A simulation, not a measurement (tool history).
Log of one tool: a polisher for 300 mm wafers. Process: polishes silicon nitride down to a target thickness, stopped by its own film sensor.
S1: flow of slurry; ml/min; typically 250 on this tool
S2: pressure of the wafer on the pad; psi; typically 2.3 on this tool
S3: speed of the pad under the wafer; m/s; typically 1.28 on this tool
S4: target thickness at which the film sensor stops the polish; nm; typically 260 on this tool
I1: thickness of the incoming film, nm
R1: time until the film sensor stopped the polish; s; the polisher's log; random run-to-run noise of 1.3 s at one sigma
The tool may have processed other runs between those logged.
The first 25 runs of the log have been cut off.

Run 26, day 67.371: usual settings but S1 335 ml/min, S2 1.6 psi, S3 0.9 m/s, S4 224 nm; I1 373.8. Result: R1 243.6 s.
Run 27, day 71.804: usual settings but S1 325 ml/min, S4 270 nm; I1 371.6. Result: R1 90.9 s.
At day 72.254: worn pad replaced by a new one.
Run 28, day 73.471: usual settings but S2 1.7 psi, S3 1.56 m/s; I1 364.4. Result: R1 108.5 s.
Run 29, day 77.533: usual settings but S1 175 ml/min, S3 1.72 m/s; I1 364.4. Result: R1 81.3 s.
Run 30, day 80.088: usual settings but S1 290 ml/min; I1 364.8. Result: R1 96.7 s.
At day 86.075: head pressure recalibrated.
At day 88.733: slurry nozzle cleaned.
Run 31, day 90.538: usual settings but S2 2.1 psi; I1 372.6. Result: R1 107.7 s.
Run 32, day 92.321: usual settings but S1 185 ml/min, S2 3 psi, S3 1.52 m/s, S4 290 nm; I1 365.2. Result: R1 47.4 s.
Run 33, day 94.508: usual settings but S2 1.7 psi, S4 292 nm; I1 371.8. Result: R1 96.4 s.
Run 34, day 98.104: usual settings but S3 1.12 m/s; I1 367.2. Result: R1 108.3 s.
Run 35, day 102.317: usual settings; I1 367.1. Result: R1 97.9 s.

Run 36, settings as shown, results not yet in. Your forecast:
At day 102.662: worn pad replaced by a new one.
Run 36, day 104.533: usual settings but S3 1.54 m/s, S4 236 nm; I1 362.8. Result: R1 ?.

For run 36 the tool returned R1 103.4 s.
Had the tool carried no hidden state, the very same run would have given R1 98.2 s.

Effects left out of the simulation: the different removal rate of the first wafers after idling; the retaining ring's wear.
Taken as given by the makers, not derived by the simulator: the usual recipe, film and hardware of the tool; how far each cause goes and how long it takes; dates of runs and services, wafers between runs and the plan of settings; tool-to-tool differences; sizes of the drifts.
